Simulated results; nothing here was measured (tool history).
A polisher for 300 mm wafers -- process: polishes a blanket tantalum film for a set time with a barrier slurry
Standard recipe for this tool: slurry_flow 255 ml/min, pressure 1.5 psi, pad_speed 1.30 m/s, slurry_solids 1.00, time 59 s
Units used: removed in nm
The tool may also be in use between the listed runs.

run,hour,slurry_flow,pressure,pad_speed,slurry_solids,time,wafers since the last listed run,wafers polished on this pad,hours since the slurry nozzle was cleaned,hours since the head pressure was calibrated,hours since the slurry blender was calibrated,"incoming thickness of the incoming film, nm",removed
1,0.0,255,1.5,1.30,1.00,59,0,3303,167.1,779.6,195.8,277.1,83.5
2,59.6,255,1.5,1.30,1.00,59,677,3980,226.7,839.2,255.4,278.0,83.3
3,145.4,255,1.5,1.30,1.00,59,974,4955,312.5,925.0,341.2,278.7,80.9
# hour 261.8: head pressure recalibrated
4,339.5,255,1.5,1.30,1.00,59,2182,7137,506.6,77.7,535.3,281.2,84.4
5,384.2,255,1.5,1.30,1.00,59,507,7645,551.3,122.4,580.0,282.9,85.6
# hour 429.2: worn pad replaced by a new one
6,442.1,255,1.4,1.02,1.20,59,612,145,609.2,180.3,637.9,284.7,72.7
# hour 516.6: slurry blender recalibrated
7,523.4,255,1.5,1.30,1.00,79,900,1046,690.5,261.6,6.8,281.7,121.8
8,594.0,255,1.5,1.30,1.00,59,802,1848,761.1,332.2,77.4,281.8,88.9
# hour 639.2: slurry nozzle cleaned
9,649.2,255,1.5,1.30,1.00,59,615,2464,10.0,387.4,132.6,280.0,87.3
10,900.4,280,1.5,1.30,1.00,59,2853,5318,261.2,638.6,383.8,276.0,84.5
11,968.1,255,1.5,1.30,1.00,59,769,6087,328.9,706.3,451.5,278.0,82.7
12,1045.4,255,1.5,1.30,1.00,59,878,6965,406.2,783.6,528.8,276.4,79.4
13,1096.3,255,1.8,1.62,1.00,59,578,7544,457.1,834.5,579.7,277.9,115.8
# hour 1098.5: head pressure recalibrated
# hour 1134.7: worn pad replaced by a new one
14,1161.9,300,1.5,1.62,1.25,59,677,308,522.7,63.4,645.3,281.3,123.8
# hour 1175.6: slurry blender recalibrated
15,1269.5,255,1.5,1.30,1.00,59,1199,1508,630.3,171.0,93.9,277.4,89.8
16,1372.9,255,1.1,1.30,0.70,59,1174,2682,733.7,274.4,197.3,278.0,60.9
# hour 1374.5: slurry nozzle cleaned
17,1440.9,320,1.5,1.30,1.25,80,761,3444,66.4,342.4,265.3,285.7,128.9
18,1538.1,345,1.5,0.84,1.00,71,1104,4548,163.6,439.6,362.5,285.3,70.5
19,1640.6,255,1.8,1.30,1.00,59,1164,5712,266.1,542.1,465.0,281.5,97.0
20,1687.1,255,1.5,0.98,0.80,43,528,6241,312.6,588.6,511.5,275.5,43.5
21,1787.5,255,1.5,1.14,1.00,59,1140,7381,413.0,689.0,611.9,277.2,72.4
# hour 1808.1: worn pad replaced by a new one
22,1893.7,180,1.9,0.94,1.00,59,1161,972,519.2,795.2,718.1,277.5,73.7
# hour 1917.1: slurry blender recalibrated
23,1942.1,310,1.1,1.30,1.00,71,527,1499,567.6,843.6,25.0,280.9,83.6
24,1980.6,255,1.7,1.46,1.00,59,437,1937,606.1,882.1,63.5,281.0,104.1
25,2056.3,255,1.1,1.30,1.00,40,860,2797,681.8,957.8,139.2,279.0,45.0
# hour 2066.8: slurry nozzle cleaned
# hour 2119.3: head pressure recalibrated
26,2120.9,255,1.7,1.30,0.75,49,699,3497,54.1,1.6,203.8,282.6,72.2
27,2201.7,305,1.6,1.30,1.20,59,917,4415,134.9,82.4,284.6,283.3,99.1
28,2294.9,255,1.5,1.16,1.00,77,1058,5473,228.1,175.6,377.8,278.1,101.7
29,2335.5,200,1.5,1.74,1.00,59,461,5935,268.7,216.2,418.4,285.0,110.7

What if the next run were any one of these 5? Each begins from the tool's condition after run 29:
A,2335.9,255,1.5,0.92,1.00,59,4,5939,269.1,216.6,418.8,282.1,?
B,2335.9,340,1.5,1.30,1.00,59,4,5939,269.1,216.6,418.8,282.1,?
C,2335.9,255,1.5,1.50,0.85,79,4,5939,269.1,216.6,418.8,282.1,?
D,2335.9,255,1.5,1.30,1.00,41,4,5939,269.1,216.6,418.8,282.1,?
E,2335.9,255,1.6,0.90,1.00,66,4,5939,269.1,216.6,418.8,282.1,?

run,removed
A,61.2
B,87.5
C,123.4
D,59.2
E,70.5
Take away the tool's hidden state, keep each run's random variation, and the runs would have read:
run,removed
A,65.2
B,93.1
C,131.4
D,63.0
E,75.0
